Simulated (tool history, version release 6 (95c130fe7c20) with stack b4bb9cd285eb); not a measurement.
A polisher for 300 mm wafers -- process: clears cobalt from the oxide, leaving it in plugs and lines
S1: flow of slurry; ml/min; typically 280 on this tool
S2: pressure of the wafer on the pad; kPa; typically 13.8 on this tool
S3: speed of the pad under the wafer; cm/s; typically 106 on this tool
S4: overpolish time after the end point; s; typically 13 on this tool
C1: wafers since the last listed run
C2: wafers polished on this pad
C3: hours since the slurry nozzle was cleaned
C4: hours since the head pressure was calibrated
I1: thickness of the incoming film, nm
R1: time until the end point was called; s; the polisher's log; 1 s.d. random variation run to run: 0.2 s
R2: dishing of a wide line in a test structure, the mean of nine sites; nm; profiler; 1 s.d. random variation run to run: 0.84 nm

run	hour	S1	S2	S3	S4	C1	C2	C3	C4	I1	R1	R2
1	0	280	13.8	106	13	0	2273	351.4	93	151.9	24.1	53.4
# hour 34.4: slurry nozzle cleaned
2	42.3	280	13.8	106	13	400	2674	7.9	135.3	151.6	24.5	51.9
3	84.9	280	13.8	106	13	413	3087	50.5	177.9	149	24.5	50.9
4	143.2	280	13.8	106	13	565	3653	108.8	236.2	151	25.3	53.3
# hour 155.6: worn pad replaced by a new one
5	243.2	280	13.8	106	13	931	850	208.8	336.2	148.6	23.4	52.8
# hour 375: slurry nozzle cleaned
# hour 487.9: worn pad replaced by a new one
6	546.8	280	13.8	106	8	2897	571	171.8	639.8	149.9	23.7	39.1
7	630.9	280	13.8	106	13	816	1387	255.9	723.9	147.2	23.5	53.1
8	700.7	280	13.8	106	13	677	2065	325.7	793.7	151.7	24.7	53.4
# hour 786: slurry nozzle cleaned
9	808.2	280	13.8	106	15	1033	3098	22.2	901.2	152.4	25.2	57.4
# hour 902.3: worn pad replaced by a new one
10	914.3	280	13.8	106	15	990	116	128.3	1007.3	149	24.2	58.5
11	1016	280	13.8	106	16	986	1103	230	1109	150.2	25.1	58
12	1104.9	355	12.4	124	17	862	1966	318.9	1197.9	150.6	24.7	60.4
# hour 1135.2: slurry nozzle cleaned
13	1224.4	280	13.8	106	13	1149	3116	89.2	1317.4	149.2	26.4	51.4
# hour 1234.8: head pressure recalibrated
# hour 1250.6: worn pad replaced by a new one
14	1280.7	185	9.7	132	13	488	292	145.5	45.9	150.4	29.9	47.2
15	1353.8	185	9.7	132	13	709	1001	218.6	119	148.7	30.3	47.6
16	1410.7	185	13.8	144	13	552	1554	275.5	175.9	149.5	20.2	57.7
17	1518.7	280	9.7	82	18	1048	2602	383.5	283.9	150.2	40.3	46.8
# hour 1560.3: slurry nozzle cleaned
18	1615.6	185	9.7	132	13	930	3532	55.3	380.8	148.6	31.7	44.5
# hour 1633.3: worn pad replaced by a new one
19	1715.3	240	13.8	106	19	928	795	155	480.5	149.2	24.3	65.5
20	1756.9	280	16.5	120	17	403	1199	196.6	522.1	148.5	18.6	71.7
21	1866.1	235	13.8	94	8	1059	2258	305.8	631.3	149.6	27.2	35.2

Predict each of these 4 candidate next runs independently; none follows another, all start after run 21:
A	1866.5	280	13.8	106	13	3	2262	306.2	631.7	149.9	?	?
B	1866.5	250	13.8	106	13	3	2262	306.2	631.7	149.9	?	?
C	1866.5	375	10.3	140	6	3	2262	306.2	631.7	149.9	?	?
D	1866.5	340	13.8	72	9	3	2262	306.2	631.7	149.9	?	?

run	R1	R2
A	25.1	52.3
B	25.3	52
C	26.7	28.4
D	31.1	34.7
Without the tool's hidden state the same runs would have given:
run	R1	R2
A	23.6	54.2
B	23.8	53.9
C	25.1	29.8
D	29.3	36.3
